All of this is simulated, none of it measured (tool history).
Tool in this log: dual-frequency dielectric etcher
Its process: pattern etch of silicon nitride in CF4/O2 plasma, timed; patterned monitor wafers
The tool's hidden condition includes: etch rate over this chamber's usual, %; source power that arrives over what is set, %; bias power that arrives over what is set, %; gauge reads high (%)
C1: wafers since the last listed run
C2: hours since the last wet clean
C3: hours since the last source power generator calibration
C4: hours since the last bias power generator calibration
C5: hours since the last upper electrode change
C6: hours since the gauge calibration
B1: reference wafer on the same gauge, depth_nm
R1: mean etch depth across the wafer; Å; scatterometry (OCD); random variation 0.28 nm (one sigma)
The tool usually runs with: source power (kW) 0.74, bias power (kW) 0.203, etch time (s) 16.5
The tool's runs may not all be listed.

{"run": 1, "hour": 0.0, "source power (kW)": 0.74, "bias power (kW)": 0.203, "etch time (s)": 16.5, "C1": 0, "C2": 609.5, "C3": 2755.9, "C4": 1828.4, "C5": 6009.8, "C6": 15, "B1": 43.17, "R1": 499.5}
{"run": 2, "hour": 8.5, "source power (kW)": 0.74, "bias power (kW)": 0.203, "etch time (s)": 16.5, "C1": 127, "C2": 618, "C3": 2764.4, "C4": 1836.9, "C5": 6018.3, "C6": 23.5, "B1": 43.05, "R1": 501.2}
{"run": 3, "hour": 17.0, "source power (kW)": 0.74, "bias power (kW)": 0.203, "etch time (s)": 16.5, "C1": 127, "C2": 626.5, "C3": 2772.9, "C4": 1845.4, "C5": 6026.8, "C6": 32, "B1": 43.02, "R1": 496.9}
{"hour": 48.9, "done": "source power generator calibrated"}
{"hour": 54.9, "done": "bias power generator calibrated"}
{"hour": 56.9, "done": "upper electrode replaced"}
{"hour": 74.5, "done": "gauge calibrated"}
{"hour": 80.4, "done": "wet clean of the chamber"}
{"run": 4, "hour": 80.9, "source power (kW)": 0.74, "bias power (kW)": 0.203, "etch time (s)": 16.5, "C1": 457, "C2": 0.5, "C3": 32, "C4": 26, "C5": 24, "C6": 6.4, "B1": 43.09, "R1": 505.3}
{"run": 5, "hour": 81.3, "source power (kW)": 0.74, "bias power (kW)": 0.203, "etch time (s)": 12.5, "C1": 6, "C2": 0.9, "C3": 32.4, "C4": 26.4, "C5": 24.4, "C6": 6.8, "B1": 43.1, "R1": 382.2}
{"run": 6, "hour": 81.6, "source power (kW)": 0.74, "bias power (kW)": 0.203, "etch time (s)": 16.5, "C1": 4, "C2": 1.2, "C3": 32.7, "C4": 26.7, "C5": 24.7, "C6": 7.1, "B1": 43.14, "R1": 500.6}
{"run": 7, "hour": 81.9, "source power (kW)": 0.74, "bias power (kW)": 0.203, "etch time (s)": 16.5, "C1": 4, "C2": 1.5, "C3": 33, "C4": 27, "C5": 25, "C6": 7.4, "B1": 43.05, "R1": 504.2}
{"run": 8, "hour": 82.2, "source power (kW)": 0.74, "bias power (kW)": 0.231, "etch time (s)": 16.5, "C1": 4, "C2": 1.8, "C3": 33.3, "C4": 27.3, "C5": 25.3, "C6": 7.7, "B1": 43.08, "R1": 523.7}
{"run": 9, "hour": 84.4, "source power (kW)": 0.62, "bias power (kW)": 0.161, "etch time (s)": 19.5, "C1": 33, "C2": 4, "C3": 35.5, "C4": 29.5, "C5": 27.5, "C6": 9.9, "B1": 43.14, "R1": 502.6}
{"run": 10, "hour": 93.9, "source power (kW)": 0.84, "bias power (kW)": 0.203, "etch time (s)": 21, "C1": 143, "C2": 13.5, "C3": 45, "C4": 39, "C5": 37, "C6": 19.4, "B1": 43, "R1": 678.1}
{"run": 11, "hour": 103.6, "source power (kW)": 0.66, "bias power (kW)": 0.164, "etch time (s)": 21, "C1": 146, "C2": 23.2, "C3": 54.7, "C4": 48.7, "C5": 46.7, "C6": 29.1, "B1": 43.1, "R1": 564.1}
{"run": 12, "hour": 113.8, "source power (kW)": 0.63, "bias power (kW)": 0.184, "etch time (s)": 18, "C1": 153, "C2": 33.4, "C3": 64.9, "C4": 58.9, "C5": 56.9, "C6": 39.3, "B1": 43.15, "R1": 486.6}
{"run": 13, "hour": 127.4, "source power (kW)": 0.84, "bias power (kW)": 0.203, "etch time (s)": 21, "C1": 204, "C2": 47, "C3": 78.5, "C4": 72.5, "C5": 70.5, "C6": 52.9, "B1": 43.05, "R1": 689}
{"run": 14, "hour": 138.9, "source power (kW)": 0.91, "bias power (kW)": 0.249, "etch time (s)": 21, "C1": 173, "C2": 58.5, "C3": 90, "C4": 84, "C5": 82, "C6": 64.4, "B1": 43.06, "R1": 775}

The tool's hidden state at each run:
etch rate over this chamber's usual, %: 0 in every run
source power that arrives over what is set, %: 0 in every run
bias power that arrives over what is set, %: 0 in every run
gauge reads high (%): 0 in every run

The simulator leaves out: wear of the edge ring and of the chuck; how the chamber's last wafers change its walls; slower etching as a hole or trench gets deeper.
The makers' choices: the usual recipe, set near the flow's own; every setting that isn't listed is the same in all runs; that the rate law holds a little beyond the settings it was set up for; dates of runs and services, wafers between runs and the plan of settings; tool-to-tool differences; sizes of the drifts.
